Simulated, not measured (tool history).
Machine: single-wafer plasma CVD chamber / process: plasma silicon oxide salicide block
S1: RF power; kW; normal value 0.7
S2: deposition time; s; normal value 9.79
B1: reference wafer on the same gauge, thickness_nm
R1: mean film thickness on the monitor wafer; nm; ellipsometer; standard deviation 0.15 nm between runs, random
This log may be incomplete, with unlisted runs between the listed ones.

Run 1, hour 0: usual settings; B1 86.027. Result: R1 101.428 nm.
Run 2, hour 22.5: usual settings; B1 86.038. Result: R1 101.461 nm.
Run 3, hour 45.4: usual settings; B1 85.934. Result: R1 101.088 nm.
Run 4, hour 68.5: usual settings; B1 86.012. Result: R1 101.481 nm.
Run 5, hour 86.4: usual settings; B1 85.972. Result: R1 101.115 nm.
Run 6, hour 100.9: usual settings; B1 86.004. Result: R1 101.106 nm.
Run 7, hour 130.1: usual settings but S1 0.795 kW, S2 11.06 s; B1 85.964. Result: R1 116.662 nm.
At hour 167.2: showerhead replaced.
Run 8, hour 167.7: usual settings but S1 0.795 kW, S2 11.06 s; B1 86.044. Result: R1 117.019 nm.
At hour 175.8: gauge calibrated.
Run 9, hour 199.2: usual settings but S1 0.795 kW, S2 11.06 s; B1 86.014. Result: R1 116.838 nm.
Run 10, hour 222.9: usual settings but S1 0.76 kW, S2 11.17 s; B1 85.981. Result: R1 117.222 nm.
Run 11, hour 246.1: usual settings but S2 8.88 s; B1 86.023. Result: R1 91.802 nm.
Run 12, hour 273.3: usual settings; B1 85.993. Result: R1 101.512 nm.
Run 13, hour 299.3: usual settings but S1 0.82 kW, S2 9.12 s; B1 86.002. Result: R1 96.832 nm.
At hour 319.2: RF generator calibrated.
Run 14, hour 319.7: usual settings but S1 0.64 kW, S2 8.78 s; B1 85.987. Result: R1 89.686 nm.
Run 15, hour 334.3: usual settings but S1 0.825 kW, S2 9.25 s; B1 85.982. Result: R1 98.483 nm.
Run 16, hour 347.3: usual settings; B1 85.996. Result: R1 101.377 nm.
Run 17, hour 375: usual settings; B1 85.959. Result: R1 101.077 nm.
Run 18, hour 392.4: usual settings but S2 7.86 s; B1 86.009. Result: R1 81.266 nm.
Run 19, hour 405: usual settings but S2 11.09 s; B1 86.028. Result: R1 114.53 nm.
Run 20, hour 418.8: usual settings but S1 0.61 kW, S2 11.2 s; B1 85.995. Result: R1 113.333 nm.

Consider 4 possible next runs. They are alternatives, not a sequence: every one starts from the tool as it was left by run 20. What does each give?
Run A, hour 419.2: usual settings but S2 11.58 s; B1 ?. Result: R1 ?.
Run B, hour 419.2: usual settings but S1 0.76 kW, S2 11.69 s; B1 ?. Result: R1 ?.
Run C, hour 419.2: usual settings but S1 0.745 kW, S2 10.75 s; B1 ?. Result: R1 ?.
Run D, hour 419.2: usual settings but S1 0.8 kW, S2 8.12 s; B1 ?. Result: R1 ?.

run      B1       R1
  A  86.044  119.727
  B  86.044  122.532
  C  86.044    112.3
  D  86.044   85.864
Had the tool no hidden state, the same runs would have come out as:
run       R1
  A  119.727
  B  122.532
  C    112.3
  D   85.864
